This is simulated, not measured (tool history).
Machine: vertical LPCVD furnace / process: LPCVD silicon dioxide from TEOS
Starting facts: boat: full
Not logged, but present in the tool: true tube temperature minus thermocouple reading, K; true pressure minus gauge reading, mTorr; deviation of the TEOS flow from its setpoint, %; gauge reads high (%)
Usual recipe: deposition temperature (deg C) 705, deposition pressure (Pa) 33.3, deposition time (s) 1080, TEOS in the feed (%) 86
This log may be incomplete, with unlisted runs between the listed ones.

| run | hour | deposition temperature (deg C) | deposition pressure (Pa) | deposition time (s) | TEOS in the feed (%) | wafers since the last listed run | hours since the last temperature calibration | hours since the pressure gauge was zeroed | hours since the TEOS flow controller was replaced | hours since the gauge calibration | read-back reference wafer on the same gauge, thickness | film thickness on the monitor wafer in the middle of the boat (Å) |
|---|---|---|---|---|---|---|---|---|---|---|---|---|
| 1 | 0 | 705 | 33.3 | 1080 | 86 | 0 | 3337.2 | 3289.8 | 3940.3 | 748.8 | 120.13 | 1428.1 |
|  | 3.7 | gauge calibrated |
| 2 | 17.9 | 705 | 33.3 | 1080 | 86 | 250 | 3355.1 | 3307.7 | 3958.2 | 14.2 | 119.9 | 1435.8 |
| 3 | 29.7 | 705 | 33.3 | 1080 | 86 | 164 | 3366.9 | 3319.5 | 3970 | 26 | 120.21 | 1450.5 |
| 4 | 45.5 | 697 | 28 | 1080 | 86 | 220 | 3382.7 | 3335.3 | 3985.8 | 41.8 | 120.01 | 1097.1 |
|  | 70.6 | thermocouples replaced and temperature profile calibrated |
| 5 | 71.1 | 697 | 28 | 1080 | 86 | 22 | 0.5 | 3360.9 | 4011.4 | 67.4 | 120.02 | 1097.6 |
| 6 | 75.2 | 697 | 28 | 1080 | 86 | 57 | 4.6 | 3365 | 4015.5 | 71.5 | 119.97 | 1095.8 |
| 7 | 87.9 | 705 | 28.7 | 1080 | 86 | 177 | 17.3 | 3377.7 | 4028.2 | 84.2 | 119.88 | 1332 |
|  | 117.2 | TEOS flow controller replaced |
| 8 | 117.7 | 705 | 28.7 | 1080 | 86 | 81 | 47.1 | 3407.5 | 0.5 | 114 | 120.06 | 1331.4 |
| 9 | 121.8 | 705 | 28.7 | 1080 | 86 | 57 | 51.2 | 3411.6 | 4.6 | 118.1 | 120.04 | 1343.3 |
| 10 | 126.7 | 705 | 33.3 | 1080 | 86 | 68 | 56.1 | 3416.5 | 9.5 | 123 | 119.89 | 1451.4 |
| 11 | 140.5 | 705 | 29.3 | 930 | 86 | 192 | 69.9 | 3430.3 | 23.3 | 136.8 | 120.03 | 1162.7 |
|  | 178.6 | pressure gauge zeroed |
| 12 | 179.1 | 705 | 33.3 | 900 | 94 | 204 | 108.5 | 0.5 | 61.9 | 175.4 | 119.97 | 1258.4 |
| 13 | 183.2 | 705 | 41.3 | 1290 | 86 | 57 | 112.6 | 4.6 | 66 | 179.5 | 120.06 | 1922.9 |
| 14 | 187.3 | 695 | 33.3 | 840 | 86 | 57 | 116.7 | 8.7 | 70.1 | 183.6 | 120.02 | 888.1 |
| 15 | 193.6 | 705 | 33.3 | 1080 | 86 | 88 | 123 | 15 | 76.4 | 189.9 | 120.08 | 1449.5 |
| 16 | 210.9 | 705 | 30 | 1080 | 86 | 241 | 140.3 | 32.3 | 93.7 | 207.2 | 119.95 | 1370.9 |
| 17 | 227.8 | 705 | 33.3 | 1080 | 80 | 236 | 157.2 | 49.2 | 110.6 | 224.1 | 120.04 | 1383.1 |
| 18 | 242.6 | 705 | 36 | 1080 | 70 | 206 | 172 | 64 | 125.4 | 238.9 | 120.08 | 1356.5 |
| 19 | 249.7 | 705 | 38.7 | 1080 | 91 | 99 | 179.1 | 71.1 | 132.5 | 246 | 120.18 | 1606.6 |
| 20 | 259 | 705 | 33.3 | 1080 | 86 | 129 | 188.4 | 80.4 | 141.8 | 255.3 | 120.12 | 1438.3 |
| 21 | 266.8 | 705 | 33.3 | 1080 | 86 | 109 | 196.2 | 88.2 | 149.6 | 263.1 | 120.09 | 1449.5 |
| 22 | 283.2 | 705 | 33.3 | 1470 | 70 | 229 | 212.6 | 104.6 | 166 | 279.5 | 119.94 | 1776.9 |
| 23 | 295.7 | 705 | 33.3 | 1080 | 86 | 174 | 225.1 | 117.1 | 178.5 | 292 | 119.98 | 1442.4 |
| 24 | 308.5 | 705 | 33.3 | 660 | 86 | 178 | 237.9 | 129.9 | 191.3 | 304.8 | 119.98 | 881.2 |
| 25 | 318.4 | 705 | 33.3 | 1080 | 86 | 138 | 247.8 | 139.8 | 201.2 | 314.7 | 119.86 | 1440.3 |
| 26 | 330.5 | 705 | 30 | 1260 | 79 | 169 | 259.9 | 151.9 | 213.3 | 326.8 | 119.84 | 1537.6 |
| 27 | 344.6 | 705 | 41.3 | 1080 | 86 | 197 | 274 | 166 | 227.4 | 340.9 | 119.85 | 1607.9 |
| 28 | 357.5 | 697 | 38 | 810 | 94 | 180 | 286.9 | 178.9 | 240.3 | 353.8 | 119.89 | 999.3 |
| 29 | 366.4 | 705 | 40.7 | 1200 | 86 | 124 | 295.8 | 187.8 | 249.2 | 362.7 | 120.05 | 1761.2 |
| 30 | 375.7 | 705 | 38 | 930 | 70 | 129 | 305.1 | 197.1 | 258.5 | 372 | 119.82 | 1195.9 |

What the log doesn't show, run by run:
true tube temperature minus thermocouple reading, K: 0 across all the runs
true pressure minus gauge reading, mTorr: 0 across all the runs
deviation of the TEOS flow from its setpoint, %: 0 across all the runs
gauge reads high (%): 0 across all the runs
